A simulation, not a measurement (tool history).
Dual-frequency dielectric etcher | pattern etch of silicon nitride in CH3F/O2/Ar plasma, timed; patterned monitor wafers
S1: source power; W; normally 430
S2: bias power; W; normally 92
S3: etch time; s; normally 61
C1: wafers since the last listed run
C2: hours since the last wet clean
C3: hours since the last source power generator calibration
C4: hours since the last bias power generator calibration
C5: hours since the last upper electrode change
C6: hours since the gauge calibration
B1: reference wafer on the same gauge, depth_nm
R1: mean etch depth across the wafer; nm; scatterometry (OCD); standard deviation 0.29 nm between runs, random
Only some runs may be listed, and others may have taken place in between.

run 1 day=0 | S1=430 S2=76 S3=61 | C1=0 C2=477.8 C3=3111.7 C4=2735.7 C5=4293.8 C6=50.3 | B1=39.24 | R1=44.76
run 2 day=1.271 | S1=430 S2=76 S3=61 | C1=416 C2=508.3 C3=3142.2 C4=2766.2 C5=4324.3 C6=80.8 | B1=39.19 | R1=45.27
run 3 day=2.367 | S1=430 S2=76 S3=61 | C1=359 C2=534.6 C3=3168.5 C4=2792.5 C5=4350.6 C6=107.1 | B1=39.2 | R1=45.22
run 4 day=2.962 | S1=430 S2=92 S3=61 | C1=195 C2=548.9 C3=3182.8 C4=2806.8 C5=4364.9 C6=121.4 | B1=39.16 | R1=48.49
run 5 day=4.008 | S1=430 S2=92 S3=61 | C1=342 C2=574 C3=3207.9 C4=2831.9 C5=4390 C6=146.5 | B1=39.19 | R1=48.6
-- day=5.754 wet clean of the chamber
run 6 day=5.775 | S1=430 S2=92 S3=61 | C1=251 C2=0.5 C3=3250.3 C4=2874.3 C5=4432.4 C6=188.9 | B1=39.24 | R1=47.3
run 7 day=5.788 | S1=430 S2=92 S3=61 | C1=4 C2=0.8 C3=3250.6 C4=2874.6 C5=4432.7 C6=189.2 | B1=39.24 | R1=47.32
run 8 day=6.388 | S1=430 S2=92 S3=71 | C1=196 C2=15.2 C3=3265 C4=2889 C5=4447.1 C6=203.6 | B1=39.23 | R1=54.59
run 9 day=7.804 | S1=430 S2=92 S3=52.5 | C1=464 C2=49.2 C3=3299 C4=2923 C5=4481.1 C6=237.6 | B1=39.23 | R1=41.29
run 10 day=9.162 | S1=430 S2=92 S3=61 | C1=445 C2=81.8 C3=3331.6 C4=2955.6 C5=4513.7 C6=270.2 | B1=39.24 | R1=47.04
run 11 day=10.542 | S1=430 S2=110 S3=61 | C1=451 C2=114.9 C3=3364.7 C4=2988.7 C5=4546.8 C6=303.3 | B1=39.28 | R1=51.38
run 12 day=11.125 | S1=430 S2=92 S3=61 | C1=191 C2=128.9 C3=3378.7 C4=3002.7 C5=4560.8 C6=317.3 | B1=39.24 | R1=47.77
run 13 day=12.321 | S1=430 S2=92 S3=61 | C1=391 C2=157.6 C3=3407.4 C4=3031.4 C5=4589.5 C6=346 | B1=39.18 | R1=47.66
run 14 day=13.008 | S1=400 S2=115 S3=66 | C1=225 C2=174.1 C3=3423.9 C4=3047.9 C5=4606 C6=362.5 | B1=39.24 | R1=54.97
run 15 day=13.579 | S1=350 S2=92 S3=61 | C1=187 C2=187.8 C3=3437.6 C4=3061.6 C5=4619.7 C6=376.2 | B1=39.2 | R1=43.57
run 16 day=14.312 | S1=430 S2=76 S3=61 | C1=240 C2=205.4 C3=3455.2 C4=3079.2 C5=4637.3 C6=393.8 | B1=39.21 | R1=44.05
run 17 day=15.762 | S1=520 S2=81 S3=55.5 | C1=475 C2=240.2 C3=3490 C4=3114 C5=4672.1 C6=428.6 | B1=39.11 | R1=44.57
-- day=17.517 upper electrode replaced
run 18 day=17.538 | S1=430 S2=73 S3=72.5 | C1=253 C2=282.8 C3=3532.6 C4=3156.6 C5=0.5 C6=471.2 | B1=39.17 | R1=51.95
run 19 day=18.15 | S1=370 S2=92 S3=52.5 | C1=200 C2=297.5 C3=3547.3 C4=3171.3 C5=15.2 C6=485.9 | B1=39.25 | R1=38.35
run 20 day=19.092 | S1=360 S2=79 S3=74.5 | C1=308 C2=320.1 C3=3569.9 C4=3193.9 C5=37.8 C6=508.5 | B1=39.3 | R1=50.53
-- day=19.262 gauge calibrated
run 21 day=20.021 | S1=430 S2=113 S3=70.5 | C1=304 C2=342.4 C3=3592.2 C4=3216.2 C5=60.1 C6=18.2 | B1=39.22 | R1=61.31
run 22 day=21.196 | S1=380 S2=92 S3=70 | C1=385 C2=370.6 C3=3620.4 C4=3244.4 C5=88.3 C6=46.4 | B1=39.17 | R1=52.34
run 23 day=23.371 | S1=340 S2=92 S3=73.5 | C1=712 C2=422.8 C3=3672.6 C4=3296.6 C5=140.5 C6=98.6 | B1=39.18 | R1=52.37
-- day=23.858 source power generator calibrated
-- day=24.067 bias power generator calibrated
run 24 day=24.858 | S1=430 S2=92 S3=61 | C1=378 C2=458.5 C3=24 C4=19 C5=176.2 C6=134.3 | B1=39.16 | R1=48.15
run 25 day=25.917 | S1=430 S2=92 S3=61 | C1=346 C2=483.9 C3=49.4 C4=44.4 C5=201.6 C6=159.7 | B1=39.17 | R1=48.42
run 26 day=26.842 | S1=530 S2=81 S3=51.5 | C1=303 C2=506.1 C3=71.6 C4=66.6 C5=223.8 C6=181.9 | B1=39.19 | R1=42.92
run 27 day=28.038 | S1=470 S2=112 S3=61 | C1=391 C2=534.8 C3=100.3 C4=95.3 C5=252.5 C6=210.6 | B1=39.26 | R1=55.27
run 28 day=29.375 | S1=530 S2=92 S3=74.5 | C1=438 C2=566.9 C3=132.4 C4=127.4 C5=284.6 C6=242.7 | B1=39.24 | R1=65.12
run 29 day=29.904 | S1=400 S2=100 S3=68.5 | C1=173 C2=579.6 C3=145.1 C4=140.1 C5=297.3 C6=255.4 | B1=39.13 | R1=54.37
run 30 day=30.654 | S1=430 S2=92 S3=74.5 | C1=245 C2=597.6 C3=163.1 C4=158.1 C5=315.3 C6=273.4 | B1=39.26 | R1=58.92
run 31 day=31.875 | S1=500 S2=111 S3=52.5 | C1=400 C2=626.9 C3=192.4 C4=187.4 C5=344.6 C6=302.7 | B1=39.16 | R1=48.27

Each row is a separate what-if for the run after 31, all from the same tool condition, not one after another. Results?
run A day=31.892 | S1=430 S2=92 S3=61 | C1=5 C2=627.3 C3=192.8 C4=187.8 C5=345 C6=303.1 | B1=? | R1=?
run B day=31.892 | S1=520 S2=75 S3=61 | C1=5 C2=627.3 C3=192.8 C4=187.8 C5=345 C6=303.1 | B1=? | R1=?
run C day=31.892 | S1=320 S2=108 S3=61 | C1=5 C2=627.3 C3=192.8 C4=187.8 C5=345 C6=303.1 | B1=? | R1=?

run=A B1=39.25 R1=49.13
run=B B1=39.25 R1=49.04
run=C B1=39.25 R1=46.06
Had the tool no hidden state, the same runs would have come out as:
run=A R1=47.55
run=B R1=47.47
run=C R1=44.58

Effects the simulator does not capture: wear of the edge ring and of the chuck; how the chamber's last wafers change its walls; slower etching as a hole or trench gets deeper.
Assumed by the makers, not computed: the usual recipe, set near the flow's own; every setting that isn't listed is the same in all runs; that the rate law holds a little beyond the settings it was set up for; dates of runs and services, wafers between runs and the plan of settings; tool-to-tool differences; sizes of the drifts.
